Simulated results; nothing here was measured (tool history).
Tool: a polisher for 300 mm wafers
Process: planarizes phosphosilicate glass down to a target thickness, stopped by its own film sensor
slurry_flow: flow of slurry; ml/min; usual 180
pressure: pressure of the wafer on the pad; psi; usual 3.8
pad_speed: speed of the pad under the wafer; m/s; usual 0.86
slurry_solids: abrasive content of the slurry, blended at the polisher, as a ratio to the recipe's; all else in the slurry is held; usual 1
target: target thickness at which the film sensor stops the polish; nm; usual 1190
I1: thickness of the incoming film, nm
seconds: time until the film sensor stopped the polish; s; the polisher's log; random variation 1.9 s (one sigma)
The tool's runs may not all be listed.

{"run": 1, "hour": 0.0, "slurry_flow": 180, "pressure": 3.8, "pad_speed": 0.86, "slurry_solids": 1, "target": 1190, "I1": 2100.1, "seconds": 99.4}
{"run": 2, "hour": 59.0, "slurry_flow": 180, "pressure": 3.8, "pad_speed": 0.86, "slurry_solids": 1, "target": 1190, "I1": 2146, "seconds": 114.8}
{"hour": 159.5, "done": "slurry blender recalibrated"}
{"run": 3, "hour": 164.3, "slurry_flow": 180, "pressure": 3.3, "pad_speed": 0.86, "slurry_solids": 1, "target": 1190, "I1": 2118.3, "seconds": 104.6}
{"hour": 212.1, "done": "slurry nozzle cleaned"}
{"hour": 216.5, "done": "head pressure recalibrated"}
{"run": 4, "hour": 260.1, "slurry_flow": 180, "pressure": 3.3, "pad_speed": 0.86, "slurry_solids": 1, "target": 1190, "I1": 2088.5, "seconds": 101.6}
{"hour": 278.1, "done": "worn pad replaced by a new one"}
{"run": 5, "hour": 315.1, "slurry_flow": 180, "pressure": 3.3, "pad_speed": 0.86, "slurry_solids": 1, "target": 1190, "I1": 2101.6, "seconds": 105.3}
{"hour": 426.4, "done": "conditioning disc replaced and pad reconditioned"}
{"run": 6, "hour": 562.8, "slurry_flow": 180, "pressure": 3.3, "pad_speed": 1, "slurry_solids": 1, "target": 1190, "I1": 2147.3, "seconds": 103.6}
{"run": 7, "hour": 602.7, "slurry_flow": 180, "pressure": 3.3, "pad_speed": 1, "slurry_solids": 1, "target": 1190, "I1": 2099.6, "seconds": 108.8}
{"hour": 655.3, "done": "slurry blender recalibrated"}
{"hour": 675.1, "done": "slurry nozzle cleaned"}
{"hour": 681.1, "done": "worn pad replaced by a new one"}
{"run": 8, "hour": 682.9, "slurry_flow": 180, "pressure": 3.3, "pad_speed": 1, "slurry_solids": 1, "target": 1190, "I1": 2113.3, "seconds": 94.4}
{"run": 9, "hour": 729.4, "slurry_flow": 180, "pressure": 4.2, "pad_speed": 0.86, "slurry_solids": 1, "target": 965, "I1": 2107, "seconds": 112.5}
{"run": 10, "hour": 805.0, "slurry_flow": 180, "pressure": 3.2, "pad_speed": 0.98, "slurry_solids": 0.8, "target": 1456, "I1": 2144, "seconds": 87.1}
{"run": 11, "hour": 866.8, "slurry_flow": 180, "pressure": 3.8, "pad_speed": 0.58, "slurry_solids": 1.15, "target": 924, "I1": 2119.1, "seconds": 152}
{"run": 12, "hour": 933.3, "slurry_flow": 240, "pressure": 3.8, "pad_speed": 0.86, "slurry_solids": 1, "target": 1502, "I1": 2138.5, "seconds": 66.4}
{"hour": 968.3, "done": "conditioning disc replaced and pad reconditioned"}
{"run": 13, "hour": 1024.5, "slurry_flow": 180, "pressure": 2.9, "pad_speed": 0.86, "slurry_solids": 1, "target": 1190, "I1": 2158.1, "seconds": 126.5}
{"run": 14, "hour": 1105.7, "slurry_flow": 180, "pressure": 3.8, "pad_speed": 0.86, "slurry_solids": 1, "target": 1190, "I1": 2128.5, "seconds": 111}
{"hour": 1118.0, "done": "worn pad replaced by a new one"}
{"hour": 1157.7, "done": "slurry blender recalibrated"}
{"run": 15, "hour": 1158.2, "slurry_flow": 180, "pressure": 3.8, "pad_speed": 1.1, "slurry_solids": 1.2, "target": 1499, "I1": 2127.5, "seconds": 49.2}
{"hour": 1189.0, "done": "slurry nozzle cleaned"}
{"run": 16, "hour": 1244.1, "slurry_flow": 240, "pressure": 4.2, "pad_speed": 0.74, "slurry_solids": 1, "target": 930, "I1": 2088.6, "seconds": 125.7}
{"run": 17, "hour": 1306.0, "slurry_flow": 180, "pressure": 4.7, "pad_speed": 0.72, "slurry_solids": 0.75, "target": 1190, "I1": 2145.1, "seconds": 122}
{"run": 18, "hour": 1383.9, "slurry_flow": 180, "pressure": 3.3, "pad_speed": 0.86, "slurry_solids": 1, "target": 1190, "I1": 2131.1, "seconds": 112.7}
{"run": 19, "hour": 1431.6, "slurry_flow": 180, "pressure": 3.8, "pad_speed": 0.86, "slurry_solids": 1, "target": 1190, "I1": 2090.1, "seconds": 98.8}
{"hour": 1462.9, "done": "conditioning disc replaced and pad reconditioned"}
{"run": 20, "hour": 1491.5, "slurry_flow": 180, "pressure": 3.8, "pad_speed": 0.86, "slurry_solids": 0.7, "target": 1190, "I1": 2112.8, "seconds": 143.7}
{"run": 21, "hour": 1571.5, "slurry_flow": 180, "pressure": 3.8, "pad_speed": 0.86, "slurry_solids": 1, "target": 1190, "I1": 2116.7, "seconds": 108.4}
{"hour": 1579.7, "done": "slurry blender recalibrated"}
{"run": 22, "hour": 1615.2, "slurry_flow": 135, "pressure": 4.8, "pad_speed": 0.86, "slurry_solids": 1, "target": 1190, "I1": 2112.6, "seconds": 83.9}
{"hour": 1651.1, "done": "worn pad replaced by a new one"}
{"hour": 1660.2, "done": "slurry nozzle cleaned"}
{"run": 23, "hour": 1669.5, "slurry_flow": 240, "pressure": 3.8, "pad_speed": 0.86, "slurry_solids": 0.85, "target": 919, "I1": 2111.7, "seconds": 132.2}
{"run": 24, "hour": 1745.9, "slurry_flow": 180, "pressure": 3.8, "pad_speed": 1.06, "slurry_solids": 1, "target": 1407, "I1": 2091.4, "seconds": 61.8}

Measured less the same run without the tool's hidden state. The same run-to-run variation is in both; the gauge's scatter may not be:
The hidden state here: removal rate lost through wear of the pad, %; slurry flow missing at the pad, %; deviation of the head's pressure from its setpoint, %; abrasive missing from the slurry, %; time polished since the conditioner stopped cutting, s.
run=1 seconds=+9.2
run=2 seconds=+12.7
run=3 seconds=+1.7
run=4 seconds=+4.1
run=5 seconds=+5.7
run=6 seconds=+13
run=7 seconds=+15
run=8 seconds=+0.9
run=9 seconds=+2.3
run=10 seconds=+4
run=11 seconds=+7.6
run=12 seconds=+4.8
run=13 seconds=+12.5
run=14 seconds=+13.7
run=15 seconds=+0.8
run=16 seconds=+5
run=17 seconds=+8.3
run=18 seconds=+8.7
run=19 seconds=+8.9
run=20 seconds=+19.5
run=21 seconds=+14.3
run=22 seconds=+1.7
run=23 seconds=+5
run=24 seconds=+3.3
